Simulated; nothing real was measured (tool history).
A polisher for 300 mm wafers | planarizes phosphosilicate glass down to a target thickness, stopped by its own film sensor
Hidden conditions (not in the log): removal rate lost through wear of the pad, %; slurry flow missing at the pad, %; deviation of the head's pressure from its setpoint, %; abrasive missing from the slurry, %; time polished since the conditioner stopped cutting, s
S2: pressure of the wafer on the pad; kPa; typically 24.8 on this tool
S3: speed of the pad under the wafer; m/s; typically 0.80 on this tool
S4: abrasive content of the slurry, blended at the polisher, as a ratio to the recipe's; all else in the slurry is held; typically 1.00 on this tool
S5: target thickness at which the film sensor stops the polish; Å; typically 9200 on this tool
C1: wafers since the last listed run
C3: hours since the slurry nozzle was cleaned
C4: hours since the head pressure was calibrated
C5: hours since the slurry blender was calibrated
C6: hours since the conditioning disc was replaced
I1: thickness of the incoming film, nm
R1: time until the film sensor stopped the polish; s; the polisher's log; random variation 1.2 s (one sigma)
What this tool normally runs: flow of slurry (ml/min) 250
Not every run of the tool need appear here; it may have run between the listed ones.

{"run": 1, "hour": 0.0, "flow of slurry (ml/min)": 250, "S2": 24.8, "S3": 0.8, "S4": 1.0, "S5": 9200, "C1": 0, "wafers polished on this pad": 2916, "C3": 233.3, "C4": 603.9, "C5": 241.9, "C6": 273.0, "I1": 1795.3, "R1": 139.5}
{"hour": 24.5, "done": "worn pad replaced by a new one"}
{"hour": 85.2, "done": "slurry blender recalibrated"}
{"hour": 103.2, "done": "slurry nozzle cleaned"}
{"run": 2, "hour": 106.1, "flow of slurry (ml/min)": 250, "S2": 24.8, "S3": 0.8, "S4": 1.0, "S5": 9200, "C1": 948, "wafers polished on this pad": 751, "C3": 2.9, "C4": 710.0, "C5": 20.9, "C6": 379.1, "I1": 1773.9, "R1": 123.5}
{"hour": 109.0, "done": "conditioning disc replaced and pad reconditioned"}
{"run": 3, "hour": 184.9, "flow of slurry (ml/min)": 250, "S2": 24.8, "S3": 0.8, "S4": 1.0, "S5": 9200, "C1": 734, "wafers polished on this pad": 1486, "C3": 81.7, "C4": 788.8, "C5": 99.7, "C6": 75.9, "I1": 1789.3, "R1": 130.8}
{"run": 4, "hour": 238.1, "flow of slurry (ml/min)": 250, "S2": 24.8, "S3": 0.8, "S4": 1.0, "S5": 9200, "C1": 508, "wafers polished on this pad": 1995, "C3": 134.9, "C4": 842.0, "C5": 152.9, "C6": 129.1, "I1": 1795.5, "R1": 133.9}
{"run": 5, "hour": 287.9, "flow of slurry (ml/min)": 250, "S2": 24.8, "S3": 0.64, "S4": 1.0, "S5": 9200, "C1": 476, "wafers polished on this pad": 2471, "C3": 184.7, "C4": 891.8, "C5": 202.7, "C6": 178.9, "I1": 1798.5, "R1": 158.8}
{"hour": 350.9, "done": "slurry blender recalibrated"}
{"hour": 366.1, "done": "worn pad replaced by a new one"}
{"run": 6, "hour": 382.9, "flow of slurry (ml/min)": 250, "S2": 24.8, "S3": 0.64, "S4": 1.0, "S5": 9200, "C1": 851, "wafers polished on this pad": 160, "C3": 279.7, "C4": 986.8, "C5": 32.0, "C6": 273.9, "I1": 1792.2, "R1": 144.6}
{"hour": 459.2, "done": "slurry nozzle cleaned"}
{"run": 7, "hour": 477.2, "flow of slurry (ml/min)": 250, "S2": 24.8, "S3": 0.8, "S4": 1.0, "S5": 9200, "C1": 892, "wafers polished on this pad": 1053, "C3": 18.0, "C4": 1081.1, "C5": 126.3, "C6": 368.2, "I1": 1782.1, "R1": 123.5}
{"hour": 481.5, "done": "conditioning disc replaced and pad reconditioned"}
{"run": 8, "hour": 552.5, "flow of slurry (ml/min)": 250, "S2": 24.8, "S3": 0.8, "S4": 1.0, "S5": 9200, "C1": 701, "wafers polished on this pad": 1754, "C3": 93.3, "C4": 1156.4, "C5": 201.6, "C6": 71.0, "I1": 1771.3, "R1": 125.3}
{"run": 9, "hour": 603.4, "flow of slurry (ml/min)": 250, "S2": 24.8, "S3": 0.8, "S4": 1.0, "S5": 9200, "C1": 486, "wafers polished on this pad": 2241, "C3": 144.2, "C4": 1207.3, "C5": 252.5, "C6": 121.9, "I1": 1771.2, "R1": 129.2}
{"hour": 639.5, "done": "slurry blender recalibrated"}
{"hour": 647.7, "done": "head pressure recalibrated"}
{"run": 10, "hour": 698.4, "flow of slurry (ml/min)": 250, "S2": 24.8, "S3": 0.8, "S4": 1.0, "S5": 9200, "C1": 870, "wafers polished on this pad": 3111, "C3": 239.2, "C4": 50.7, "C5": 58.9, "C6": 216.9, "I1": 1776.0, "R1": 138.9}
{"hour": 706.4, "done": "worn pad replaced by a new one"}
{"run": 11, "hour": 734.6, "flow of slurry (ml/min)": 250, "S2": 24.8, "S3": 0.8, "S4": 1.0, "S5": 9200, "C1": 308, "wafers polished on this pad": 269, "C3": 275.4, "C4": 86.9, "C5": 95.1, "C6": 253.1, "I1": 1766.3, "R1": 120.6}
{"hour": 751.9, "done": "slurry nozzle cleaned"}
{"hour": 778.5, "done": "conditioning disc replaced and pad reconditioned"}
{"run": 12, "hour": 788.5, "flow of slurry (ml/min)": 275, "S2": 24.8, "S3": 0.8, "S4": 1.0, "S5": 11030, "C1": 486, "wafers polished on this pad": 756, "C3": 36.6, "C4": 140.8, "C5": 149.0, "C6": 10.0, "I1": 1787.7, "R1": 96.9}
{"run": 13, "hour": 864.2, "flow of slurry (ml/min)": 250, "S2": 24.8, "S3": 0.8, "S4": 0.85, "S5": 7240, "C1": 724, "wafers polished on this pad": 1480, "C3": 112.3, "C4": 216.5, "C5": 224.7, "C6": 85.7, "I1": 1796.5, "R1": 160.7}
{"hour": 920.0, "done": "slurry blender recalibrated"}
{"run": 14, "hour": 920.5, "flow of slurry (ml/min)": 185, "S2": 17.2, "S3": 0.8, "S4": 1.25, "S5": 9200, "C1": 519, "wafers polished on this pad": 2000, "C3": 168.6, "C4": 272.8, "C5": 0.5, "C6": 142.0, "I1": 1758.0, "R1": 175.0}
{"run": 15, "hour": 983.9, "flow of slurry (ml/min)": 250, "S2": 17.9, "S3": 0.8, "S4": 1.0, "S5": 11880, "C1": 606, "wafers polished on this pad": 2606, "C3": 232.0, "C4": 336.2, "C5": 63.9, "C6": 205.4, "I1": 1788.0, "R1": 129.7}
{"hour": 1059.9, "done": "worn pad replaced by a new one"}
{"run": 16, "hour": 1061.7, "flow of slurry (ml/min)": 250, "S2": 20.7, "S3": 1.06, "S4": 0.75, "S5": 12160, "C1": 705, "wafers polished on this pad": 16, "C3": 309.8, "C4": 414.0, "C5": 141.7, "C6": 283.2, "I1": 1804.6, "R1": 85.8}
{"hour": 1091.8, "done": "slurry nozzle cleaned"}
{"hour": 1120.9, "done": "conditioning disc replaced and pad reconditioned"}
{"run": 17, "hour": 1166.2, "flow of slurry (ml/min)": 250, "S2": 24.8, "S3": 0.8, "S4": 1.0, "S5": 9200, "C1": 970, "wafers polished on this pad": 987, "C3": 74.4, "C4": 518.5, "C5": 246.2, "C6": 45.3, "I1": 1777.5, "R1": 121.6}
{"hour": 1212.5, "done": "slurry blender recalibrated"}
{"run": 18, "hour": 1266.1, "flow of slurry (ml/min)": 250, "S2": 24.8, "S3": 0.8, "S4": 1.0, "S5": 9200, "C1": 936, "wafers polished on this pad": 1924, "C3": 174.3, "C4": 618.4, "C5": 53.6, "C6": 145.2, "I1": 1788.1, "R1": 128.5}
{"run": 19, "hour": 1333.9, "flow of slurry (ml/min)": 250, "S2": 24.8, "S3": 0.8, "S4": 1.0, "S5": 9200, "C1": 648, "wafers polished on this pad": 2572, "C3": 242.1, "C4": 686.2, "C5": 121.4, "C6": 213.0, "I1": 1749.7, "R1": 130.3}
{"hour": 1369.3, "done": "slurry nozzle cleaned"}
{"run": 20, "hour": 1395.4, "flow of slurry (ml/min)": 250, "S2": 24.8, "S3": 0.8, "S4": 1.0, "S5": 9200, "C1": 578, "wafers polished on this pad": 3151, "C3": 26.1, "C4": 747.7, "C5": 182.9, "C6": 274.5, "I1": 1755.1, "R1": 135.4}
{"hour": 1413.9, "done": "worn pad replaced by a new one"}
{"hour": 1435.6, "done": "conditioning disc replaced and pad reconditioned"}
{"run": 21, "hour": 1440.0, "flow of slurry (ml/min)": 250, "S2": 24.8, "S3": 0.8, "S4": 1.0, "S5": 9200, "C1": 369, "wafers polished on this pad": 230, "C3": 70.7, "C4": 792.3, "C5": 227.5, "C6": 4.4, "I1": 1758.5, "R1": 116.8}
{"run": 22, "hour": 1495.7, "flow of slurry (ml/min)": 250, "S2": 24.8, "S3": 0.8, "S4": 0.75, "S5": 10730, "C1": 532, "wafers polished on this pad": 763, "C3": 126.4, "C4": 848.0, "C5": 283.2, "C6": 60.1, "I1": 1766.3, "R1": 106.5}
{"hour": 1533.0, "done": "slurry blender recalibrated"}
{"run": 23, "hour": 1551.5, "flow of slurry (ml/min)": 250, "S2": 24.8, "S3": 0.68, "S4": 1.0, "S5": 7190, "C1": 514, "wafers polished on this pad": 1278, "C3": 182.2, "C4": 903.8, "C5": 18.5, "C6": 115.9, "I1": 1783.0, "R1": 172.1}

Branching from run 23: 4 alternative next runs. What would each branch give?
{"run": "A", "hour": 1552.0, "flow of slurry (ml/min)": 250, "S2": 24.8, "S3": 0.8, "S4": 1.0, "S5": 9200, "C1": 4, "wafers polished on this pad": 1283, "C3": 182.7, "C4": 904.3, "C5": 19.0, "C6": 116.4, "I1": 1767.2, "R1": "?"}
{"run": "B", "hour": 1552.0, "flow of slurry (ml/min)": 250, "S2": 17.9, "S3": 0.8, "S4": 1.0, "S5": 9200, "C1": 4, "wafers polished on this pad": 1283, "C3": 182.7, "C4": 904.3, "C5": 19.0, "C6": 116.4, "I1": 1767.2, "R1": "?"}
{"run": "C", "hour": 1552.0, "flow of slurry (ml/min)": 250, "S2": 24.8, "S3": 0.8, "S4": 1.15, "S5": 10790, "C1": 4, "wafers polished on this pad": 1283, "C3": 182.7, "C4": 904.3, "C5": 19.0, "C6": 116.4, "I1": 1767.2, "R1": "?"}
{"run": "D", "hour": 1552.0, "flow of slurry (ml/min)": 250, "S2": 24.8, "S3": 0.66, "S4": 1.15, "S5": 9200, "C1": 4, "wafers polished on this pad": 1283, "C3": 182.7, "C4": 904.3, "C5": 19.0, "C6": 116.4, "I1": 1767.2, "R1": "?"}

run=A R1=121.4
run=B R1=168.1
run=C R1=94.9
run=D R1=133.6
The same runs, with their run-to-run variation unchanged, on a tool lacking any hidden condition would have given:
run=A R1=118.2
run=B R1=163.6
run=C R1=92.4
run=D R1=130.1

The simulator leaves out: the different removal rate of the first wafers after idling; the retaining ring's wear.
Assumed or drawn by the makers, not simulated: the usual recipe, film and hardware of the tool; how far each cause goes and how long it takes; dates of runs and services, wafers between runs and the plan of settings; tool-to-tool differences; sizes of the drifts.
